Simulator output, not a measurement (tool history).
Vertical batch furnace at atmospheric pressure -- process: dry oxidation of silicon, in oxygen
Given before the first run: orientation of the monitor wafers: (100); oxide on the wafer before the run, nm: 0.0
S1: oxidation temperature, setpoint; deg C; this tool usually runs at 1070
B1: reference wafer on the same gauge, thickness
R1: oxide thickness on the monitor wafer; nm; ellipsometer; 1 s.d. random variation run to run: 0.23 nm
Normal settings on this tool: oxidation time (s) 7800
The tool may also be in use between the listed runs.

{"run": 1, "day": 0.0, "S1": 1070, "oxidation time (s)": 7800, "B1": 166.0, "R1": 153.42}
{"run": 2, "day": 1.312, "S1": 1070, "oxidation time (s)": 7800, "B1": 166.01, "R1": 153.04}
{"run": 3, "day": 1.908, "S1": 1070, "oxidation time (s)": 7800, "B1": 165.98, "R1": 153.29}
{"run": 4, "day": 3.317, "S1": 1070, "oxidation time (s)": 7800, "B1": 166.01, "R1": 153.14}
{"run": 5, "day": 4.288, "S1": 1086, "oxidation time (s)": 6660, "B1": 166.03, "R1": 155.87}
{"run": 6, "day": 5.558, "S1": 1070, "oxidation time (s)": 7800, "B1": 166.01, "R1": 152.93}
{"run": 7, "day": 6.908, "S1": 1070, "oxidation time (s)": 7800, "B1": 165.95, "R1": 153.27}
{"run": 8, "day": 7.621, "S1": 1057, "oxidation time (s)": 7800, "B1": 165.98, "R1": 139.12}
{"run": 9, "day": 8.496, "S1": 1057, "oxidation time (s)": 7800, "B1": 165.99, "R1": 139.18}
{"run": 10, "day": 9.392, "S1": 1057, "oxidation time (s)": 7800, "B1": 166.1, "R1": 139.01}
{"day": 10.921, "done": "thermocouples replaced and temperature profile calibrated"}
{"run": 11, "day": 10.942, "S1": 1085, "oxidation time (s)": 6750, "B1": 165.96, "R1": 149.36}
{"run": 12, "day": 12.254, "S1": 1070, "oxidation time (s)": 10020, "B1": 165.95, "R1": 172.41}
{"run": 13, "day": 13.667, "S1": 1070, "oxidation time (s)": 7800, "B1": 166.01, "R1": 147.45}
{"day": 15.012, "done": "boat lift adjusted"}
{"run": 14, "day": 15.446, "S1": 1070, "oxidation time (s)": 7800, "B1": 166.07, "R1": 151.71}
{"run": 15, "day": 19.254, "S1": 1088, "oxidation time (s)": 6150, "B1": 166.09, "R1": 148.81}
{"run": 16, "day": 19.808, "S1": 1088, "oxidation time (s)": 6150, "B1": 166.01, "R1": 148.57}
{"run": 17, "day": 20.871, "S1": 1085, "oxidation time (s)": 7800, "B1": 166.03, "R1": 168.57}
{"run": 18, "day": 22.038, "S1": 1094, "oxidation time (s)": 6540, "B1": 166.02, "R1": 161.31}
{"run": 19, "day": 23.362, "S1": 1070, "oxidation time (s)": 11100, "B1": 166.11, "R1": 188.71}
{"day": 24.062, "done": "gauge calibrated"}
{"run": 20, "day": 24.158, "S1": 1070, "oxidation time (s)": 7800, "B1": 166.05, "R1": 150.75}
{"run": 21, "day": 24.679, "S1": 1079, "oxidation time (s)": 8820, "B1": 165.98, "R1": 174.56}
{"run": 22, "day": 26.975, "S1": 1079, "oxidation time (s)": 4650, "B1": 165.96, "R1": 116.18}
{"run": 23, "day": 27.504, "S1": 1070, "oxidation time (s)": 7800, "B1": 165.95, "R1": 150.58}
{"run": 24, "day": 28.371, "S1": 1088, "oxidation time (s)": 6150, "B1": 165.9, "R1": 148.0}
{"run": 25, "day": 29.846, "S1": 1070, "oxidation time (s)": 7800, "B1": 166.01, "R1": 150.94}
{"run": 26, "day": 30.692, "S1": 1051, "oxidation time (s)": 4500, "B1": 165.99, "R1": 91.19}
{"run": 27, "day": 31.367, "S1": 1077, "oxidation time (s)": 11670, "B1": 165.96, "R1": 204.39}
{"run": 28, "day": 32.125, "S1": 1070, "oxidation time (s)": 11370, "B1": 166.0, "R1": 191.38}
{"run": 29, "day": 33.312, "S1": 1060, "oxidation time (s)": 4860, "B1": 166.02, "R1": 102.95}
{"run": 30, "day": 34.004, "S1": 1053, "oxidation time (s)": 10410, "B1": 165.99, "R1": 160.1}
{"run": 31, "day": 34.867, "S1": 1063, "oxidation time (s)": 6420, "B1": 165.98, "R1": 126.14}
{"run": 32, "day": 36.183, "S1": 1070, "oxidation time (s)": 5640, "B1": 166.06, "R1": 122.59}

Forecast each of these 5 alternatives for the next run:
{"run": "A", "day": 36.479, "S1": 1070, "oxidation time (s)": 7800, "B1": "?", "R1": "?"}
{"run": "B", "day": 36.479, "S1": 1050, "oxidation time (s)": 4080, "B1": "?", "R1": "?"}
{"run": "C", "day": 36.479, "S1": 1047, "oxidation time (s)": 11250, "B1": "?", "R1": "?"}
{"run": "D", "day": 36.479, "S1": 1057, "oxidation time (s)": 9240, "B1": "?", "R1": "?"}
{"run": "E", "day": 36.479, "S1": 1070, "oxidation time (s)": 9840, "B1": "?", "R1": "?"}

run=A B1=166.03 R1=151.07
run=B B1=166.03 R1=85.00
run=C B1=166.03 R1=160.80
run=D B1=166.03 R1=152.85
run=E B1=166.03 R1=175.00
Without the tool's unlogged condition, the same runs would have read:
run=A R1=152.11
run=B R1=85.68
run=C R1=161.97
run=D R1=153.94
run=E R1=176.18
